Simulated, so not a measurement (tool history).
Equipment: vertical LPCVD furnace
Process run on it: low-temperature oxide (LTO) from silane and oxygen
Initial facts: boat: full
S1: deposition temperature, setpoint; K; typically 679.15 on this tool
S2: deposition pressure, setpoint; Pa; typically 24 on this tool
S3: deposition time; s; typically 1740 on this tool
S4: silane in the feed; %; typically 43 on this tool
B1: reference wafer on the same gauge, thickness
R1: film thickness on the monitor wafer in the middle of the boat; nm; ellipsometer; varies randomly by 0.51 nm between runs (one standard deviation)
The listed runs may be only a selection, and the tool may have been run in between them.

Run 1, hour 0: usual settings; B1 218.77. Result: R1 257.22 nm.
Run 2, hour 35.5: usual settings; B1 219.22. Result: R1 257.91 nm.
Run 3, hour 98.5: usual settings; B1 219.21. Result: R1 257.94 nm.
Run 4, hour 113.5: usual settings; B1 218.96. Result: R1 257.61 nm.
Run 5, hour 132.2: usual settings but S2 22 Pa; B1 219.1. Result: R1 237.39 nm.
Run 6, hour 154.8: usual settings but S2 22 Pa; B1 219.14. Result: R1 236.94 nm.
Run 7, hour 174.6: usual settings but S2 22 Pa; B1 218.95. Result: R1 236.11 nm.
Run 8, hour 197.3: usual settings but S4 47 %; B1 219.02. Result: R1 281.41 nm.
Run 9, hour 228.7: usual settings but S4 49 %; B1 218.95. Result: R1 292.37 nm.
Run 10, hour 249.8: usual settings but S4 49 %; B1 219.09. Result: R1 293.89 nm.
At hour 284.5: silane flow controller replaced.
Run 11, hour 285: usual settings but S4 49 %; B1 218.96. Result: R1 293.33 nm.
Run 12, hour 298.5: usual settings; B1 218.99. Result: R1 258.75 nm.
Run 13, hour 357.1: usual settings; B1 218.85. Result: R1 258.29 nm.
Run 14, hour 384.9: usual settings; B1 219.2. Result: R1 259.46 nm.
Run 15, hour 418.2: usual settings but S3 1440 s; B1 219.05. Result: R1 214.06 nm.
Run 16, hour 445.5: usual settings but S4 49 %; B1 218.7. Result: R1 293.94 nm.
Run 17, hour 470.2: usual settings but S2 18 Pa, S3 2340 s, S4 48 %; B1 218.81. Result: R1 296.65 nm.
Run 18, hour 577.2: usual settings but S1 687.15 K, S2 27.3 Pa, S4 36 %; B1 219.11. Result: R1 260.28 nm.
Run 19, hour 593.6: usual settings but S2 26 Pa, S4 37 %; B1 219.03. Result: R1 235.31 nm.
At hour 643.9: pressure gauge zeroed.
At hour 666.4: thermocouples replaced and temperature profile calibrated.
Run 20, hour 666.9: usual settings but S2 21.3 Pa; B1 218.99. Result: R1 221.56 nm.
Run 21, hour 672.1: usual settings but S2 26.7 Pa, S4 37 %; B1 218.89. Result: R1 232.14 nm.
Run 22, hour 677.2: usual settings but S1 685.15 K, S4 37 %; B1 219. Result: R1 222.98 nm.
At hour 678.3: gauge calibrated.
Run 23, hour 682.3: usual settings but S1 668.15 K, S2 30 Pa, S3 2100 s, S4 45 %; B1 219. Result: R1 349.79 nm.
Run 24, hour 700.7: usual settings but S2 30 Pa, S4 35 %; B1 219.06. Result: R1 242.29 nm.
Run 25, hour 722.6: usual settings but S1 673.15 K, S2 18.7 Pa, S3 2340 s, S4 50 %; B1 219.19. Result: R1 281.6 nm.
Run 26, hour 815.3: usual settings but S1 690.15 K, S2 20 Pa, S3 2070 s; B1 218.87. Result: R1 276.71 nm.
Run 27, hour 847.5: usual settings but S3 2190 s; B1 218.76. Result: R1 314.05 nm.
Run 28, hour 876: usual settings; B1 218.87. Result: R1 249.06 nm.
Run 29, hour 896.1: usual settings but S4 50 %; B1 219. Result: R1 287.25 nm.
Run 30, hour 915.1: usual settings but S1 687.15 K, S2 27.3 Pa, S4 36 %; B1 219.05. Result: R1 250.4 nm.

What would each run have given without the hidden state, its run-to-run variation left as it was?
Hidden state present: true tube temperature minus thermocouple reading, K; true pressure minus gauge reading, mTorr; deviation of the silane flow from its setpoint, %; gauge reads high (%).
run      R1
  1  247.93
  2  248.43
  3  248.19
  4   247.8
  5  227.49
  6  226.96
  7  226.08
  8   270.3
  9  280.67
 10  282.02
 11   281.3
 12  248.07
 13  247.36
 14  248.36
 15  204.77
 16  281.03
 17  279.36
 18  249.63
 19  225.14
 20  220.64
 21  231.37
 22  222.16
 23  348.76
 24  241.58
 25  280.27
 26  275.46
 27  312.87
 28  248.11
 29  286.15
 30  249.56

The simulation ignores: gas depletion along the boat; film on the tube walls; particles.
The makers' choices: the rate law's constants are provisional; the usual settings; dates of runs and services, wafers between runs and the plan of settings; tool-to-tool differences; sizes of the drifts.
